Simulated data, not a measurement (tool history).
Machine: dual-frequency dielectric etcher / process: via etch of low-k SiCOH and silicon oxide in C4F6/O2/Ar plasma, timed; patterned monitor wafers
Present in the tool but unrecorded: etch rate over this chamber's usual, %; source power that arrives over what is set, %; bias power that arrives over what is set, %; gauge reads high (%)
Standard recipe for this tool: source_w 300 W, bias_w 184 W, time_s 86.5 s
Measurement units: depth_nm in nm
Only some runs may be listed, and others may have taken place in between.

| run | day | source_w | bias_w | time_s | wafers since the last listed run | hours since the last wet clean | hours since the last source power generator calibration | hours since the last bias power generator calibration | hours since the last upper electrode change | hours since the gauge calibration | read-back reference wafer on the same gauge, depth_nm | depth_nm |
|---|---|---|---|---|---|---|---|---|---|---|---|---|
| 1 | 0.000 | 300 | 171 | 86.5 | 0 | 212.8 | 2907.5 | 1749.9 | 4150.3 | 102.0 | 221.3 | 215.4 |
| 2 | 1.012 | 300 | 184 | 78.5 | 287 | 237.1 | 2931.8 | 1774.2 | 4174.6 | 126.3 | 220.6 | 202.1 |
| 3 | 2.321 | 300 | 184 | 106.0 | 370 | 268.5 | 2963.2 | 1805.6 | 4206.0 | 157.7 | 221.2 | 273.2 |
| 4 | 2.850 | 300 | 184 | 86.5 | 149 | 281.2 | 2975.9 | 1818.3 | 4218.7 | 170.4 | 220.6 | 223.3 |
| 5 | 3.375 | 300 | 184 | 86.5 | 148 | 293.8 | 2988.5 | 1830.9 | 4231.3 | 183.0 | 220.7 | 222.0 |
|  | 5.312 | upper electrode replaced |
| 6 | 5.333 | 300 | 184 | 86.5 | 271 | 340.8 | 3035.5 | 1877.9 | 0.5 | 230.0 | 220.3 | 222.2 |
| 7 | 7.604 | 280 | 184 | 79.5 | 643 | 395.3 | 3090.0 | 1932.4 | 55.0 | 284.5 | 219.9 | 198.7 |
| 8 | 8.583 | 250 | 164 | 65.5 | 277 | 418.8 | 3113.5 | 1955.9 | 78.5 | 308.0 | 219.9 | 149.8 |
|  | 9.704 | gauge calibrated |
| 9 | 9.879 | 300 | 207 | 68.5 | 367 | 449.9 | 3144.6 | 1987.0 | 109.6 | 4.2 | 223.0 | 185.8 |
|  | 10.925 | bias power generator calibrated |
|  | 11.283 | wet clean of the chamber |
|  | 12.546 | source power generator calibrated |
| 10 | 12.562 | 370 | 218 | 106.5 | 564 | 30.7 | 0.4 | 39.3 | 174.0 | 68.6 | 221.6 | 316.8 |
| 11 | 13.596 | 300 | 184 | 102.0 | 292 | 55.5 | 25.2 | 64.1 | 198.8 | 93.4 | 221.4 | 261.4 |
| 12 | 14.404 | 300 | 184 | 86.5 | 229 | 74.9 | 44.6 | 83.5 | 218.2 | 112.8 | 220.9 | 222.4 |
| 13 | 15.446 | 300 | 184 | 71.5 | 295 | 99.9 | 69.6 | 108.5 | 243.2 | 137.8 | 220.7 | 183.4 |
| 14 | 16.117 | 350 | 160 | 65.5 | 190 | 116.0 | 85.7 | 124.6 | 259.3 | 153.9 | 220.4 | 167.2 |
| 15 | 17.217 | 300 | 184 | 111.5 | 311 | 142.4 | 112.1 | 151.0 | 285.7 | 180.3 | 220.4 | 285.2 |

What if the next run were any one of these 3? Each begins from the tool's condition after run 15:
| A | 17.233 | 340 | 184 | 86.5 | 4 | 142.8 | 112.5 | 151.4 | 286.1 | 180.7 | ? | ? |
| B | 17.233 | 300 | 168 | 105.0 | 4 | 142.8 | 112.5 | 151.4 | 286.1 | 180.7 | ? | ? |
| C | 17.233 | 340 | 184 | 96.0 | 4 | 142.8 | 112.5 | 151.4 | 286.1 | 180.7 | ? | ? |

| run | read-back reference wafer on the same gauge, depth_nm | depth_nm |
|---|---|---|
| A | 220.1 | 233.1 |
| B | 220.1 | 260.2 |
| C | 220.1 | 258.7 |
Without the tool's hidden state the same runs would have given:
| run | depth_nm |
|---|---|
| A | 235.8 |
| B | 263.2 |
| C | 261.7 |
